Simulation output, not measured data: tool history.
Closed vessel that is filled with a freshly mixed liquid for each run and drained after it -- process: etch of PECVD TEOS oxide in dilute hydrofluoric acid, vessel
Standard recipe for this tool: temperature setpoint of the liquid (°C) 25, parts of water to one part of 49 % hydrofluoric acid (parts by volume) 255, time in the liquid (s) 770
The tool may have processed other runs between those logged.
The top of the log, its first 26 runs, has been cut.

run,day,temperature setpoint of the liquid (°C),parts of water to one part of 49 % hydrofluoric acid (parts by volume),time in the liquid (s),"read-back film thickness of the PECVD TEOS oxide reference wafer, read on the same gauge (nm)",thickness taken off the PECVD TEOS oxide on a monitor wafer (angstrom)
27,115.929,25,255,770,69.96,390.9
# day 117.25: thermometer replaced
28,119.871,25,255,770,69.96,389.7
29,123.342,25,255,770,69.99,392.9
30,127.092,29.5,380,770,69.99,267.1
31,130.6,29,255,325,69.98,190.3
32,133.65,26.5,255,770,70.04,412.5
33,137.804,25,255,770,70.05,396.2
34,147.438,21.5,255,550,70.06,249.1

3 ways to go on from here, each from the tool as it stands after run 34. What would each give?
A,147.475,25,255,630,?,?
B,147.475,22,255,510,?,?
C,147.475,28.5,255,905,?,?

run,"read-back film thickness of the PECVD TEOS oxide reference wafer, read on the same gauge (nm)",thickness taken off the PECVD TEOS oxide on a monitor wafer (angstrom)
A,69.95,323
B,69.95,234.6
C,69.95,523.9
Had the tool no hidden state, the same runs would have come out as:
run,thickness taken off the PECVD TEOS oxide on a monitor wafer (angstrom)
A,309.5
B,224.9
C,501.6
